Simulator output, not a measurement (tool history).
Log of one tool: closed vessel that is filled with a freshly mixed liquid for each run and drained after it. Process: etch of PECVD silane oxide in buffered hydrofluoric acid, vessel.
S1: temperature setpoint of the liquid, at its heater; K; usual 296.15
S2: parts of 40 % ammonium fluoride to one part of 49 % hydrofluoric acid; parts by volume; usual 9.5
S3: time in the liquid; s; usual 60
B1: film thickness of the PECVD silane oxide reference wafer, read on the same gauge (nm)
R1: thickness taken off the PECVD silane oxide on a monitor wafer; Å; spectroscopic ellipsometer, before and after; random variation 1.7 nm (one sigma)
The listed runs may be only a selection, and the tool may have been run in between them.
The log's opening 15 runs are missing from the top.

{"run": 16, "hour": 251.9, "S1": 296.15, "S2": 9.5, "S3": 60, "B1": 110, "R1": 2000.8}
{"run": 17, "hour": 259.2, "S1": 296.15, "S2": 9.5, "S3": 40, "B1": 109.99, "R1": 1317.4}
{"run": 18, "hour": 298.6, "S1": 292.15, "S2": 13, "S3": 75, "B1": 110, "R1": 1481.6}
{"hour": 299.3, "done": "gauge calibrated"}
{"run": 19, "hour": 307.4, "S1": 296.15, "S2": 13, "S3": 80, "B1": 110, "R1": 1975.8}
{"run": 20, "hour": 314.4, "S1": 296.15, "S2": 9.5, "S3": 85, "B1": 110, "R1": 2779.1}
{"run": 21, "hour": 328.6, "S1": 296.15, "S2": 9.5, "S3": 40, "B1": 110, "R1": 1338.8}
{"run": 22, "hour": 339.2, "S1": 296.15, "S2": 9.5, "S3": 60, "B1": 110.01, "R1": 1987.2}
{"run": 23, "hour": 349.0, "S1": 296.15, "S2": 9.5, "S3": 60, "B1": 110.01, "R1": 1973.2}
{"run": 24, "hour": 359.0, "S1": 296.15, "S2": 9.5, "S3": 60, "B1": 110.01, "R1": 1977.4}
{"run": 25, "hour": 365.1, "S1": 294.65, "S2": 13, "S3": 30, "B1": 110.01, "R1": 687.1}
{"run": 26, "hour": 376.7, "S1": 291.15, "S2": 11, "S3": 60, "B1": 109.98, "R1": 1326.3}
{"run": 27, "hour": 390.1, "S1": 296.15, "S2": 9.5, "S3": 60, "B1": 110, "R1": 1956.4}
{"run": 28, "hour": 397.9, "S1": 291.65, "S2": 9.5, "S3": 60, "B1": 109.99, "R1": 1541.3}
{"run": 29, "hour": 406.6, "S1": 294.15, "S2": 9.5, "S3": 30, "B1": 110, "R1": 868.9}
{"run": 30, "hour": 418.1, "S1": 294.65, "S2": 9.5, "S3": 60, "B1": 109.97, "R1": 1820.8}
{"run": 31, "hour": 427.1, "S1": 293.15, "S2": 13.5, "S3": 90, "B1": 110.03, "R1": 1818.3}
{"run": 32, "hour": 442.5, "S1": 299.15, "S2": 9.5, "S3": 60, "B1": 109.96, "R1": 2329.1}
{"run": 33, "hour": 454.7, "S1": 296.15, "S2": 9.5, "S3": 60, "B1": 110.01, "R1": 1924.7}

Consider 4 possible next runs. They are alternatives, not a sequence: every one starts from the tool as it was left by run 33. What does each give?
{"run": "A", "hour": 455.4, "S1": 296.15, "S2": 9.5, "S3": 60, "B1": "?", "R1": "?"}
{"run": "B", "hour": 455.4, "S1": 296.15, "S2": 9.5, "S3": 45, "B1": "?", "R1": "?"}
{"run": "C", "hour": 455.4, "S1": 292.15, "S2": 12.5, "S3": 60, "B1": "?", "R1": "?"}
{"run": "D", "hour": 455.4, "S1": 298.15, "S2": 9.5, "S3": 50, "B1": "?", "R1": "?"}

run=A B1=109.98 R1=1994.7
run=B B1=109.98 R1=1496
run=C B1=109.98 R1=1241.3
run=D B1=109.98 R1=1855.2
With no hidden state in the tool, these same runs would have given:
run=A R1=2117
run=B R1=1587.7
run=C R1=1319.6
run=D R1=1967.3
